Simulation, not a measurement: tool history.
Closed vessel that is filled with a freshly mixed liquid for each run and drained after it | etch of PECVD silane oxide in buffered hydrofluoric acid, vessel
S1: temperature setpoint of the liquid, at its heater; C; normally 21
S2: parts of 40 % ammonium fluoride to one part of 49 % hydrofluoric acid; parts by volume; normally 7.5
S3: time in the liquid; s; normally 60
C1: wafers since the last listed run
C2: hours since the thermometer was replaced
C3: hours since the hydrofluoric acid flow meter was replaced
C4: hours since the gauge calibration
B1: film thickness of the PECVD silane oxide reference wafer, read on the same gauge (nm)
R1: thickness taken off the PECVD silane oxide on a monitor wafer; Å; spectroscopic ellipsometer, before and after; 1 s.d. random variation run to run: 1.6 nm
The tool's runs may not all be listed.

{"run": 1, "hour": 0.0, "S1": 21, "S2": 7.5, "S3": 60, "C1": 0, "C2": 2302.8, "C3": 329.7, "C4": 117.5, "B1": 140.02, "R1": 3515.4}
{"run": 2, "hour": 14.1, "S1": 21, "S2": 7.5, "S3": 60, "C1": 1854, "C2": 2316.9, "C3": 343.8, "C4": 131.6, "B1": 140.01, "R1": 3542.1}
{"run": 3, "hour": 48.7, "S1": 21, "S2": 7.5, "S3": 60, "C1": 4551, "C2": 2351.5, "C3": 378.4, "C4": 166.2, "B1": 139.98, "R1": 3515.6}
{"run": 4, "hour": 61.6, "S1": 21, "S2": 7.5, "S3": 60, "C1": 1696, "C2": 2364.4, "C3": 391.3, "C4": 179.1, "B1": 140.01, "R1": 3529.2}
{"run": 5, "hour": 87.5, "S1": 21, "S2": 7.5, "S3": 60, "C1": 3406, "C2": 2390.3, "C3": 417.2, "C4": 205, "B1": 140.01, "R1": 3555.4}
{"run": 6, "hour": 118.6, "S1": 21, "S2": 7.5, "S3": 35, "C1": 4090, "C2": 2421.4, "C3": 448.3, "C4": 236.1, "B1": 139.98, "R1": 2069.3}
{"run": 7, "hour": 142.0, "S1": 21, "S2": 7.5, "S3": 60, "C1": 3077, "C2": 2444.8, "C3": 471.7, "C4": 259.5, "B1": 140, "R1": 3537.9}
{"run": 8, "hour": 172.1, "S1": 21, "S2": 7.5, "S3": 60, "C1": 3959, "C2": 2474.9, "C3": 501.8, "C4": 289.6, "B1": 140, "R1": 3575.5}
{"run": 9, "hour": 207.3, "S1": 21, "S2": 7.5, "S3": 60, "C1": 4629, "C2": 2510.1, "C3": 537, "C4": 324.8, "B1": 139.98, "R1": 3536.8}
{"run": 10, "hour": 234.7, "S1": 21, "S2": 7.5, "S3": 60, "C1": 3603, "C2": 2537.5, "C3": 564.4, "C4": 352.2, "B1": 139.99, "R1": 3581}
{"run": 11, "hour": 260.6, "S1": 21, "S2": 6.5, "S3": 85, "C1": 3406, "C2": 2563.4, "C3": 590.3, "C4": 378.1, "B1": 140.03, "R1": 5770.2}
{"hour": 286.6, "done": "gauge calibrated"}
{"run": 12, "hour": 288.7, "S1": 17, "S2": 7.5, "S3": 90, "C1": 3696, "C2": 2591.5, "C3": 618.4, "C4": 2.1, "B1": 140.02, "R1": 4265.6}
{"run": 13, "hour": 376.2, "S1": 26, "S2": 5, "S3": 35, "C1": 11509, "C2": 2679, "C3": 705.9, "C4": 89.6, "B1": 140.04, "R1": 3874.5}
{"run": 14, "hour": 395.0, "S1": 23.5, "S2": 7.5, "S3": 60, "C1": 2472, "C2": 2697.8, "C3": 724.7, "C4": 108.4, "B1": 139.96, "R1": 4097.7}
{"run": 15, "hour": 407.9, "S1": 23.5, "S2": 9, "S3": 60, "C1": 1696, "C2": 2710.7, "C3": 737.6, "C4": 121.3, "B1": 140.02, "R1": 3364.6}
{"run": 16, "hour": 429.3, "S1": 23, "S2": 10, "S3": 50, "C1": 2814, "C2": 2732.1, "C3": 759, "C4": 142.7, "B1": 140.02, "R1": 2574.1}
{"hour": 434.1, "done": "hydrofluoric acid flow meter replaced"}
{"hour": 443.3, "done": "thermometer replaced"}
{"run": 17, "hour": 458.5, "S1": 21, "S2": 7.5, "S3": 60, "C1": 3577, "C2": 15.2, "C3": 24.4, "C4": 171.9, "B1": 140.04, "R1": 3190.7}
{"run": 18, "hour": 488.9, "S1": 17, "S2": 5, "S3": 75, "C1": 3998, "C2": 45.6, "C3": 54.8, "C4": 202.3, "B1": 140, "R1": 4552.1}
{"run": 19, "hour": 519.3, "S1": 21, "S2": 7.5, "S3": 60, "C1": 3998, "C2": 76, "C3": 85.2, "C4": 232.7, "B1": 139.99, "R1": 3212}
{"run": 20, "hour": 532.0, "S1": 21, "S2": 7.5, "S3": 60, "C1": 1670, "C2": 88.7, "C3": 97.9, "C4": 245.4, "B1": 139.97, "R1": 3215.2}
{"run": 21, "hour": 561.1, "S1": 25.5, "S2": 5, "S3": 30, "C1": 3827, "C2": 117.8, "C3": 127, "C4": 274.5, "B1": 140.05, "R1": 2951.4}

Below are 5 alternative next runs, each starting from the tool's condition after run 21. Predict each:
{"run": "A", "hour": 561.8, "S1": 23, "S2": 7.5, "S3": 60, "C1": 92, "C2": 118.5, "C3": 127.7, "C4": 275.2, "B1": "?", "R1": "?"}
{"run": "B", "hour": 561.8, "S1": 26, "S2": 5, "S3": 60, "C1": 92, "C2": 118.5, "C3": 127.7, "C4": 275.2, "B1": "?", "R1": "?"}
{"run": "C", "hour": 561.8, "S1": 18.5, "S2": 5, "S3": 60, "C1": 92, "C2": 118.5, "C3": 127.7, "C4": 275.2, "B1": "?", "R1": "?"}
{"run": "D", "hour": 561.8, "S1": 18.5, "S2": 9, "S3": 60, "C1": 92, "C2": 118.5, "C3": 127.7, "C4": 275.2, "B1": "?", "R1": "?"}
{"run": "E", "hour": 561.8, "S1": 18.5, "S2": 5.5, "S3": 45, "C1": 92, "C2": 118.5, "C3": 127.7, "C4": 275.2, "B1": "?", "R1": "?"}

run=A B1=140 R1=3562.7
run=B B1=140 R1=6019.6
run=C B1=140 R1=3988.2
run=D B1=140 R1=2276.9
run=E B1=140 R1=2759.3
What these runs would have given with no unlogged condition in the tool:
run=A R1=3506.5
run=B R1=5926.7
run=C R1=3923.5
run=D R1=2239.9
run=E R1=2714.6
